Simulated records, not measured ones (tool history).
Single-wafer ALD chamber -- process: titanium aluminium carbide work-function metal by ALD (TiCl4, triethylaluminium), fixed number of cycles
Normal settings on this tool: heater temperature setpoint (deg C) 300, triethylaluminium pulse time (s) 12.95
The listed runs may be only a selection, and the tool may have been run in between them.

| run | hour | heater temperature setpoint (deg C) | triethylaluminium pulse time (s) | read-back reference wafer on the same gauge, thickness_nm | mean film thickness on the monitor wafer (angstrom) |
|---|---|---|---|---|---|
| 1 | 0 | 289 | 12.95 | 1.821 | 18.39 |
| 2 | 9.9 | 300 | 11.42 | 1.82 | 18.67 |
| 3 | 23 | 300 | 11.42 | 1.82 | 18.67 |
| 4 | 34.8 | 300 | 10.27 | 1.82 | 18.05 |
| 5 | 42.9 | 300 | 12.95 | 1.821 | 19.24 |
| 6 | 50.8 | 300 | 12.95 | 1.819 | 19.2 |
| 7 | 63.6 | 300 | 12.95 | 1.82 | 19.29 |
| 8 | 72.9 | 300 | 12.95 | 1.82 | 19.26 |
| 9 | 84.8 | 300 | 12.95 | 1.82 | 19.24 |
| 10 | 91.8 | 300 | 10.1 | 1.819 | 17.85 |
| 11 | 107.7 | 305 | 12.95 | 1.819 | 19.68 |
| 12 | 123.6 | 300 | 12.95 | 1.821 | 19.15 |
| 13 | 134 | 291 | 15.24 | 1.819 | 18.96 |
| 14 | 140.2 | 294 | 9.83 | 1.82 | 17.03 |
| 15 | 153.9 | 300 | 12.95 | 1.82 | 19.1 |
| 16 | 170.1 | 300 | 12.95 | 1.82 | 19.09 |
| 17 | 178.6 | 300 | 17.55 | 1.82 | 20.02 |
| 18 | 192.1 | 291 | 16.5 | 1.821 | 19.15 |
| 19 | 210 | 288 | 8.19 | 1.82 | 17.45 |
| 20 | 218 | 290 | 14.46 | 1.82 | 19.35 |
| 21 | 228.9 | 314 | 14.67 | 1.819 | 21.37 |
| 22 | 243.3 | 300 | 9.83 | 1.819 | 19.23 |
| 23 | 256.3 | 311 | 9.59 | 1.818 | 19.72 |
| 24 | 259.7 | 286 | 17 | 1.82 | 18.69 |
| 25 | 268 | 300 | 12.95 | 1.819 | 19.72 |
| 26 | 287.9 | 286 | 12.95 | 1.819 | 18.44 |
| 27 | 299.5 | 312 | 14.39 | 1.82 | 20.78 |
| 28 | 308.3 | 304 | 15 | 1.82 | 20.16 |
| 29 | 320.4 | 300 | 12.95 | 1.82 | 19.65 |
| 30 | 330.7 | 300 | 7.81 | 1.82 | 17.56 |
| 31 | 340.3 | 313 | 14.89 | 1.82 | 20.91 |
| 32 | 348.6 | 300 | 12.95 | 1.82 | 19.73 |
| 33 | 362.6 | 300 | 9.41 | 1.819 | 18.75 |

Between the runs listed above, the log contained 4 entries, not reproduced here. Where in the sequence does each belong, and how does what the log doesn't record of the tool's condition differ from the listed run before to the listed run after?
Logged between run 3 and run 4: gauge calibrated (hour 27.5)
  wafer temperature above the value expected at the setpoint (K): 4.68 -> 4.7; triethylaluminium dose above that of a fresh bottle (%): -25.5 -> -25.8
  measured minus no-state result, mean film thickness on the monitor wafer (angstrom): -0.74 -> -1.11
Logged between run 18 and run 19: triethylaluminium bottle replaced (hour 209.5)
  wafer temperature above the value expected at the setpoint (K): 4.88 -> 4.89; triethylaluminium dose above that of a fresh bottle (%): -28.9 -> -0.543
  measured minus no-state result, mean film thickness on the monitor wafer (angstrom): +0.02 -> +0.34
Logged between run 21 and run 22: showerhead replaced (hour 240.3)
  wafer temperature above the value expected at the setpoint (K): 4.91 -> 4.92; triethylaluminium dose above that of a fresh bottle (%): -0.916 -> -1.2
  measured minus no-state result, mean film thickness on the monitor wafer (angstrom): +0.41 -> +0.35
Logged between run 22 and run 23: thermocouple changed; heater temperature recalibrated (hour 255.8)
  wafer temperature above the value expected at the setpoint (K): 4.92 -> -0.359; triethylaluminium dose above that of a fresh bottle (%): -1.2 -> -1.46
  measured minus no-state result, mean film thickness on the monitor wafer (angstrom): +0.35 -> -0.09
